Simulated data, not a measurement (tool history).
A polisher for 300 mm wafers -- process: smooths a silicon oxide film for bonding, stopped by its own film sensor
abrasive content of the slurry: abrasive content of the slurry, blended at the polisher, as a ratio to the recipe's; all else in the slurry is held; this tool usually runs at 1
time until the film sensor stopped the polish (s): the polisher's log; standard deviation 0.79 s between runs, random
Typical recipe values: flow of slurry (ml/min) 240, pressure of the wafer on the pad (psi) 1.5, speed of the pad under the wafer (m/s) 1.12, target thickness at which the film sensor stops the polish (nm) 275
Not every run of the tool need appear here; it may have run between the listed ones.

run,hour,flow of slurry (ml/min),pressure of the wafer on the pad (psi),speed of the pad under the wafer (m/s),abrasive content of the slurry,target thickness at which the film sensor stops the polish (nm),wafers since the last listed run,wafers polished on this pad,hours since the slurry nozzle was cleaned,hours since the head pressure was calibrated,hours since the slurry blender was calibrated,"incoming thickness of the incoming film, nm",time until the film sensor stopped the polish (s)
1,0,295,1.5,1.12,1,275,0,3510,606,1057.9,382.4,326.4,94.4
2,47.4,295,1.5,1.12,1,275,416,3927,653.4,1105.3,429.8,332.4,105.8
# hour 59.4: worn pad replaced by a new one
# hour 126.3: slurry blender recalibrated
# hour 151.2: slurry nozzle cleaned
3,154.7,295,1.5,1.12,1,275,881,811,3.5,1212.6,28.4,329.5,91.4
# hour 188.4: head pressure recalibrated
4,308.6,240,1.3,1.12,1,275,1335,2146,157.4,120.2,182.3,325.5,103.9
5,386.7,240,1.5,1.12,1,275,686,2832,235.5,198.3,260.4,331.1,102.9
6,466.4,240,1.5,1.12,1,275,700,3533,315.2,278,340.1,330.5,103.9
7,512.4,240,1.5,1.12,1,275,404,3937,361.2,324,386.1,326.9,99.1
8,552.4,240,1.5,1.12,1,275,351,4289,401.2,364,426.1,328.7,100.4
# hour 587.9: worn pad replaced by a new one
# hour 621.8: slurry blender recalibrated
9,648.9,240,1.5,1.12,1,275,795,518,497.7,460.5,27.1,327.5,89.8
10,727.1,240,1.5,1.12,1,275,687,1206,575.9,538.7,105.3,328.8,93.9
11,829.9,240,1.5,1.12,1,275,903,2110,678.7,641.5,208.1,330.8,100.8
# hour 878.7: slurry nozzle cleaned
12,918.8,240,1.5,1.26,1,275,772,2882,40.1,730.4,297,332.9,99.1
13,970.1,240,1.5,1.26,1,275,450,3333,91.4,781.7,348.3,330.2,95.5
# hour 1057.5: worn pad replaced by a new one
14,1058,240,1.5,1.12,1,275,737,4,179.3,869.6,436.2,328.5,98.8
15,1148,240,1.5,1.12,1,275,791,795,269.3,959.6,526.2,333.7,106.4
# hour 1173.4: head pressure recalibrated
# hour 1188.4: slurry blender recalibrated
16,1261.1,240,1.1,1.12,1,291,959,1754,382.4,87.7,72.7,333.8,101.8
17,1342.7,240,1.5,1.12,1,275,717,2471,464,169.3,154.3,325.8,90.3
18,1408.9,315,1.3,1.12,0.8,275,581,3053,530.2,235.5,220.5,331.4,143.9
# hour 1481.8: worn pad replaced by a new one
19,1483.6,275,1.5,0.88,1,275,621,16,604.9,310.2,295.2,330.1,109.7
20,1536,240,1.5,0.92,1,283,460,476,657.3,362.6,347.6,335.1,103.6
21,1630.4,240,1.5,1.36,1,275,829,1306,751.7,457,442,334,97.3
22,1692.1,240,1.5,1.38,0.9,275,542,1848,813.4,518.7,503.7,324.6,88.3
# hour 1706.6: slurry nozzle cleaned
# hour 1726.8: slurry blender recalibrated
23,1856.8,240,1.5,1.12,1,262,1421,3270,150.2,683.4,130,329.8,121.8
24,1930.1,240,1.5,1.12,0.9,282,644,3914,223.5,756.7,203.3,328.1,93.5
# hour 1957.5: worn pad replaced by a new one
25,2024,200,1.5,1.38,1.2,275,790,584,317.4,850.6,297.2,328.3,75.7
26,2118.5,200,1.5,0.96,1,275,830,1415,411.9,945.1,391.7,328.7,107.1
27,2212.9,240,1.1,1.12,1,289,829,2245,506.3,1039.5,486.1,332.2,109.5
# hour 2264.9: slurry blender recalibrated
28,2290,240,1.1,1.12,1,289,660,2905,583.4,1116.6,25.1,327,90.9
# hour 2366.9: slurry nozzle cleaned
29,2397.1,295,1.5,1.12,1,264,932,3837,30.2,1223.7,132.2,327.3,111.4
# hour 2414.6: head pressure recalibrated
# hour 2460.4: worn pad replaced by a new one
30,2465.6,315,1.3,1.12,0.8,275,549,45,98.7,51,200.7,328.5,133.3

Take each entry between the runs: how does the hidden state at the last listed run before it differ from the hidden state at the first listed run after it?
Logged between run 2 and run 3: worn pad replaced by a new one (hour 59.4); slurry blender recalibrated (hour 126.3); slurry nozzle cleaned (hour 151.2)
  removal rate lost through wear of the pad, %: 4.09 -> 0.738; abrasive missing from the slurry, %: 8.65 -> 2.43
  what was measured, less what the result would be without the hidden state, time until the film sensor stopped the polish (s): +11.7 -> +2.4
Logged between run 3 and run 4: head pressure recalibrated (hour 188.4)
  removal rate lost through wear of the pad, %: 0.738 -> 1.76; abrasive missing from the slurry, %: 2.43 -> 7.14
  what was measured, less what the result would be without the hidden state, time until the film sensor stopped the polish (s): +2.4 -> +7.9
Logged between run 8 and run 9: worn pad replaced by a new one (hour 587.9); slurry blender recalibrated (hour 621.8)
  removal rate lost through wear of the pad, %: 5.25 -> 0.0968; abrasive missing from the slurry, %: 9.49 -> 2.36
  what was measured, less what the result would be without the hidden state, time until the film sensor stopped the polish (s): +12.9 -> +1.7
Logged between run 11 and run 12: slurry nozzle cleaned (hour 878.7)
  removal rate lost through wear of the pad, %: 1.15 -> 2.14; abrasive missing from the slurry, %: 7.57 -> 8.65
  what was measured, less what the result would be without the hidden state, time until the film sensor stopped the polish (s): +7.4 -> +9.1
Logged between run 13 and run 14: worn pad replaced by a new one (hour 1057.5)
  removal rate lost through wear of the pad, %: 2.84 -> 0.823; abrasive missing from the slurry, %: 9.06 -> 9.52
  what was measured, less what the result would be without the hidden state, time until the film sensor stopped the polish (s): +9.8 -> +8.7
Logged between run 15 and run 16: head pressure recalibrated (hour 1173.4); slurry blender recalibrated (hour 1188.4)
  removal rate lost through wear of the pad, %: 0.981 -> 1.62; abrasive missing from the slurry, %: 9.79 -> 3.72
  what was measured, less what the result would be without the hidden state, time until the film sensor stopped the polish (s): +9.8 -> +4.6
Logged between run 18 and run 19: worn pad replaced by a new one (hour 1481.8)
  removal rate lost through wear of the pad, %: 3.2 -> 0.542; abrasive missing from the slurry, %: 7.23 -> 8.11
  what was measured, less what the result would be without the hidden state, time until the film sensor stopped the polish (s): +14.7 -> +8
Logged between run 22 and run 23: slurry nozzle cleaned (hour 1706.6); slurry blender recalibrated (hour 1726.8)
  removal rate lost through wear of the pad, %: 1.4 -> 3.25; abrasive missing from the slurry, %: 9.21 -> 6.26
  what was measured, less what the result would be without the hidden state, time until the film sensor stopped the polish (s): +8.6 -> +10
Logged between run 24 and run 25: worn pad replaced by a new one (hour 1957.5)
  removal rate lost through wear of the pad, %: 4.42 -> 0.263; abrasive missing from the slurry, %: 7.76 -> 8.92
  what was measured, less what the result would be without the hidden state, time until the film sensor stopped the polish (s): +10.4 -> +5.1
Logged between run 27 and run 28: slurry blender recalibrated (hour 2264.9)
  removal rate lost through wear of the pad, %: 1.44 -> 2.31; abrasive missing from the slurry, %: 9.95 -> 1.51
  what was measured, less what the result would be without the hidden state, time until the film sensor stopped the polish (s): +10.7 -> +3.2
Logged between run 28 and run 29: slurry nozzle cleaned (hour 2366.9)
  removal rate lost through wear of the pad, %: 2.31 -> 3.9; abrasive missing from the slurry, %: 1.51 -> 5.3
  what was measured, less what the result would be without the hidden state, time until the film sensor stopped the polish (s): +3.2 -> +8.9
Logged between run 29 and run 30: head pressure recalibrated (hour 2414.6); worn pad replaced by a new one (hour 2460.4)
  removal rate lost through wear of the pad, %: 3.9 -> 0.384; abrasive missing from the slurry, %: 5.3 -> 6.7
  what was measured, less what the result would be without the hidden state, time until the film sensor stopped the polish (s): +8.9 -> +9.4
